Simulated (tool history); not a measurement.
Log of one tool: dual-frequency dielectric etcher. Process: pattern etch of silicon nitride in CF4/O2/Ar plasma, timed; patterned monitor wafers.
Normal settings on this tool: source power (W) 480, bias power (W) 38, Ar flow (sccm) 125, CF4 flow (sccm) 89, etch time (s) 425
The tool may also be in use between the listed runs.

run    hour  source power (W)  bias power (W)  Ar flow (sccm)  CF4 flow (sccm)  etch time (s)  wafers since the last listed run  hours since the last wet clean  hours since the last source power generator calibration  hours since the last bias power generator calibration  hours since the last Ar flow controller change  hours since the last CF4 flow controller change  hours since the last upper electrode change  hours since the gauge calibration  read-back reference wafer on the same gauge, depth_nm  mean etch depth across the wafer (angstrom)
  1       0               480              38             125               89            425                                 0                           297.6                                                     1564                                                 4686.7                                          3432.6                                             5383                                       1751.1                             1678.3                                                  777.4                                         7054
  2      40               480              38             125               89            425                               211                           337.6                                                     1604                                                 4726.7                                          3472.6                                             5423                                       1791.1                             1718.3                                                  776.6                                         6947
  3   102.2               480              33             125               70            343                               329                           399.8                                                   1666.2                                                 4788.9                                          3534.8                                           5485.2                                       1853.3                             1780.5                                                  776.9                                         5060
      140.6  -- source power generator calibrated
  4   143.3               480              38             147               89            425                               196                           440.9                                                      2.7                                                   4830                                          3575.9                                           5526.3                                       1894.4                             1821.6                                                  776.5                                         6742
      158.4  -- bias power generator calibrated
      185.5  -- upper electrode replaced
      203.4  -- wet clean of the chamber
  5   203.9               480              38             125               89            425                                77                             0.5                                                     63.3                                                   45.5                                          3636.5                                           5586.9                                         18.4                             1882.2                                                    777                                         6983
      268.5  -- gauge calibrated
  6   290.7               440              38             125               89            425                               459                            87.3                                                    150.1                                                  132.3                                          3723.3                                           5673.7                                        105.2                               22.2                                                    834                                         6923
      337.5  -- Ar flow controller replaced
  7     343               480              38             125               89          507.5                               245                           139.6                                                    202.4                                                  184.6                                             5.5                                             5726                                        157.5                               74.5                                                  828.3                                         8923
  8   396.7               480              38             125               89          513.5                               284                           193.3                                                    256.1                                                  238.3                                            59.2                                           5779.7                                        211.2                              128.2                                                  825.8                                         8915
  9   436.1               480              30             125               89            425                               208                           232.7                                                    295.5                                                  277.7                                            98.6                                           5819.1                                        250.6                              167.6                                                  823.3                                         6476
      456.9  -- CF4 flow controller replaced
 10   541.3               580              38             125               89            425                               525                           337.9                                                    400.7                                                  382.9                                           203.8                                             84.4                                        355.8                              272.8                                                  814.3                                         8718
 11   629.1               480              29             125              103          546.5                               464                           425.7                                                    488.5                                                  470.7                                           291.6                                            172.2                                        443.6                              360.6                                                  809.4                                         8340
 12   699.4               370              33             125              107            425                               372                             496                                                    558.8                                                    541                                           361.9                                            242.5                                        513.9                              430.9                                                  806.8                                         5419
      801.8  -- wet clean of the chamber
 13   802.3               480              38             148              105            524                               417                             0.5                                                    661.7                                                  643.9                                           464.8                                            345.4                                        616.8                              533.8                                                  802.4                                         9004
 14   891.5               400              38             125               75            425                               472                            89.7                                                    750.9                                                  733.1                                             554                                            434.6                                          706                                623                                                  800.4                                         5939
 15   952.8               480              41             149               99            425                               324                             151                                                    812.2                                                  794.4                                           615.3                                            495.9                                        767.3                              684.3                                                  795.7                                         7412
 16  1037.8               560              38             125               89            425                               450                             236                                                    897.2                                                  879.4                                           700.3                                            580.9                                        852.3                              769.3                                                    794                                         8137
 17  1138.9               480              38             125              106            524                               535                           337.1                                                    998.3                                                  980.5                                           801.4                                              682                                        953.4                              870.4                                                    792                                         9098
 18  1225.3               480              33             125               70            343                               457                           423.5                                                   1084.7                                                 1066.9                                           887.8                                            768.4                                       1039.8                              956.8                                                  790.9                                         5081
 19  1264.8               480              38             125              106            524                               209                             463                                                   1124.2                                                 1106.4                                           927.3                                            807.9                                       1079.3                              996.3                                                  791.4                                         9057
 20  1347.9               480              38             136               70            425                               440                           546.1                                                   1207.3                                                 1189.5                                          1010.4                                              891                                       1162.4                             1079.4                                                  788.6                                         6700
 21  1393.4               360              38             109               89            425                               240                           591.6                                                   1252.8                                                   1235                                          1055.9                                            936.5                                       1207.9                             1124.9                                                  788.6                                         5552
     1454.4  -- wet clean of the chamber
 22  1482.3               480              38             113               89            425                               343                            27.9                                                   1341.7                                                 1323.9                                          1144.8                                           1025.4                                       1296.8                             1213.8                                                  788.1                                         7193

Each row is a separate what-if for the run after 22, all from the same tool condition, not one after another. Results?
  A  1482.8               480              38             144               89            425                                 2                            28.4                                                   1342.2                                                 1324.4                                          1145.3                                           1025.9                                       1297.3                             1214.3                                                      ?                                            ?
  B  1482.8               480              42             125               89          505.5                                 2                            28.4                                                   1342.2                                                 1324.4                                          1145.3                                           1025.9                                       1297.3                             1214.3                                                      ?                                            ?
  C  1482.8               480              38             102               89            425                                 2                            28.4                                                   1342.2                                                 1324.4                                          1145.3                                           1025.9                                       1297.3                             1214.3                                                      ?                                            ?

run  read-back reference wafer on the same gauge, depth_nm  mean etch depth across the wafer (angstrom)
  A                                                  786.1                                         7021
  B                                                  786.1                                         8982
  C                                                  786.1                                         7373
Stripped of hidden state, with their random variation kept, the same runs would have yielded:
run  mean etch depth across the wafer (angstrom)
  A                                         7349
  B                                         9402
  C                                         7718
